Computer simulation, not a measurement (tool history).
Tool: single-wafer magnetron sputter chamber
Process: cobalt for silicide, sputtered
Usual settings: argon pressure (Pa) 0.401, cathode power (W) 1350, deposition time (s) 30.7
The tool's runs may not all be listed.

run    hour  argon pressure (Pa)  cathode power (W)  deposition time (s)  read-back reference wafer on the same gauge, thickness_nm  mean film thickness on the monitor wafer (Å)
  1     0.0                0.521               1350                 30.7                                                     20.415                                        177.76
  2    26.9                0.281               1350                 30.7                                                     20.435                                        189.74
       55.7  -- capacitance manometer re-zeroed and calibrated
       58.4  -- sputter target and shields replaced
  3    58.9                0.281               1350                 30.7                                                     20.391                                        201.55
  4   111.5                0.401               1350                 30.7                                                     20.385                                        193.43
  5   183.1                0.401               1350                 30.7                                                     20.394                                        188.21
  6   233.3                0.401               1350                 30.7                                                     20.440                                        186.67
      252.2  -- magnet pack replaced
  7   294.8                0.401               1350                 30.7                                                     20.393                                        187.10
      295.5  -- gauge calibrated
  8   346.0                0.401               1350                 30.7                                                     20.422                                        184.35
  9   380.6                0.401               1350                 30.7                                                     20.364                                        184.44
 10   445.8                0.401               1350                 30.7                                                     20.344                                        183.05
 11   488.5                0.401               1350                 30.7                                                     20.446                                        182.93
 12   547.4                0.401               1350                 30.7                                                     20.392                                        182.77
 13   615.8                0.401               1350                 30.7                                                     20.390                                        184.14
      631.6  -- sputter target and shields replaced
 14   669.7                0.401               1350                 30.7                                                     20.467                                        192.16
 15   722.1                0.401               1500                 34.4                                                     20.432                                        235.30
 16   775.5                0.253               1250                 33.7                                                     20.395                                        200.87
 17   815.9                0.401               1500                 30.7                                                     20.411                                        207.75
 18   984.8                0.401               1350                 28.0                                                     20.459                                        168.93
 19  1026.2                0.401               1350                 30.7                                                     20.405                                        184.37
 20  1081.9                0.401               1600                 27.6                                                     20.388                                        196.42
     1119.2  -- sputter target and shields replaced
 21  1131.2                0.484               1350                 30.7                                                     20.420                                        190.72
 22  1196.0                0.469               1350                 36.1                                                     20.410                                        221.81
 23  1233.6                0.401               1350                 30.7                                                     20.441                                        189.21
 24  1295.9                0.401               1350                 33.8                                                     20.438                                        205.98
 25  1342.4                0.281               1350                 30.7                                                     20.421                                        192.36
 26  1411.1                0.527               1150                 36.0                                                     20.392                                        179.91
 27  1464.8                0.275               1350                 35.0                                                     20.385                                        218.78
 28  1513.3                0.401               1150                 28.2                                                     20.445                                        144.18
 29  1562.0                0.401               1350                 30.7                                                     20.410                                        184.43
     1597.6  -- sputter target and shields replaced
 30  1621.7                0.401               1350                 30.7                                                     20.362                                        193.36
 31  1655.1                0.475               1600                 25.4                                                     20.382                                        183.64
 32  1693.9                0.401               1350                 30.7                                                     20.429                                        186.80
 33  1730.6                0.401               1350                 30.7                                                     20.458                                        186.96
 34  1778.6                0.312               1650                 35.9                                                     20.389                                        273.05
 35  1822.3                0.401               1000                 30.7                                                     20.386                                        137.18
 36  1866.4                0.401               1350                 30.7                                                     20.360                                        184.60

Branching from run 36: 3 alternative next runs. What would each branch give?
  A  1866.8                0.401               1600                 30.7                                                          ?                                             ?
  B  1866.8                0.282               1050                 36.0                                                          ?                                             ?
  C  1866.8                0.303               1650                 34.6                                                          ?                                             ?

run  read-back reference wafer on the same gauge, thickness_nm  mean film thickness on the monitor wafer (Å)
  A                                                     20.406                                        219.07
  B                                                     20.406                                        174.46
  C                                                     20.406                                        261.89
Had the tool no hidden state, the same runs would have come out as:
run  mean film thickness on the monitor wafer (Å)
  A                                        233.08
  B                                        185.61
  C                                        278.64
